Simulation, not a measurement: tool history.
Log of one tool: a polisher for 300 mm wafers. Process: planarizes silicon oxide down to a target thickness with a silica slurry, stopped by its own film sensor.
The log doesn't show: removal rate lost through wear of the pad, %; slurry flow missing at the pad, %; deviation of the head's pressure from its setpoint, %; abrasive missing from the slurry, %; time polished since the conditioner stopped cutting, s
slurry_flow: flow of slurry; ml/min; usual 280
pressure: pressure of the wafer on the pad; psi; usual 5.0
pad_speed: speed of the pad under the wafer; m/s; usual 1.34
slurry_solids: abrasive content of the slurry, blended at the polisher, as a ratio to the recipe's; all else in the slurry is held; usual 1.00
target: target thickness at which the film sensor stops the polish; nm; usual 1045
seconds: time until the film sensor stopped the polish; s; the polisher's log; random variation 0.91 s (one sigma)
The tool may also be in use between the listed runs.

run	hour	slurry_flow	pressure	pad_speed	slurry_solids	target	wafers since the last listed run	wafers polished on this pad	hours since the slurry nozzle was cleaned	hours since the head pressure was calibrated	hours since the slurry blender was calibrated	hours since the conditioning disc was replaced	incoming thickness of the incoming film, nm	seconds
1	0.0	280	5.0	1.34	1.15	1045	0	41	313.5	1362.9	71.8	133.8	1415.8	87.5
2	10.2	280	5.0	1.34	1.00	1045	68	110	323.7	1373.1	82.0	144.0	1425.6	96.3
3	19.2	280	5.0	1.34	1.00	1045	60	170	332.7	1382.1	91.0	153.0	1415.0	94.3
4	30.5	280	5.0	1.34	1.00	1045	75	246	344.0	1393.4	102.3	164.3	1389.5	86.9
5	40.2	280	5.0	1.34	1.00	1045	65	311	353.7	1403.1	112.0	174.0	1399.0	89.2
6	49.0	280	5.0	1.34	1.00	1045	59	370	362.5	1411.9	120.8	182.8	1388.8	88.1
7	56.6	280	5.0	1.62	1.00	1045	51	421	370.1	1419.5	128.4	190.4	1420.8	85.3
8	68.0	280	5.0	1.62	1.00	1045	76	498	381.5	1430.9	139.8	201.8	1387.0	77.8
9	77.4	280	5.0	1.62	1.00	1045	63	561	390.9	1440.3	149.2	211.2	1412.1	84.5
# hour 88.1: conditioning disc replaced and pad reconditioned
10	88.6	280	5.0	1.34	1.00	1045	61	623	402.1	1451.5	160.4	0.5	1408.0	90.9
11	102.0	280	5.0	1.34	1.00	1045	89	713	415.5	1464.9	173.8	13.9	1404.4	92.9
12	109.3	280	5.0	1.34	1.00	1045	49	762	422.8	1472.2	181.1	21.2	1417.5	95.4
13	116.9	280	5.7	1.34	1.25	1115	51	813	430.4	1479.8	188.7	28.8	1389.0	55.7
# hour 135.4: slurry blender recalibrated
14	135.9	280	5.7	1.78	1.00	1045	114	927	449.4	1498.8	0.5	47.8	1385.0	64.9
# hour 145.1: slurry nozzle cleaned
15	148.0	280	6.2	1.34	1.00	919	74	1002	2.9	1510.9	12.6	59.9	1404.2	110.2
16	158.1	280	5.0	1.34	1.00	1045	67	1069	13.0	1521.0	22.7	70.0	1433.3	103.3

Run 17 comes next. What will it give?
17	166.9	190	5.0	1.34	1.00	1045	59	1128	21.8	1529.8	31.5	78.8	1417.9	?

{"run 17": {"seconds": 105.5}}
Without the tool's hidden state the same run would have given seconds 94.9 s.
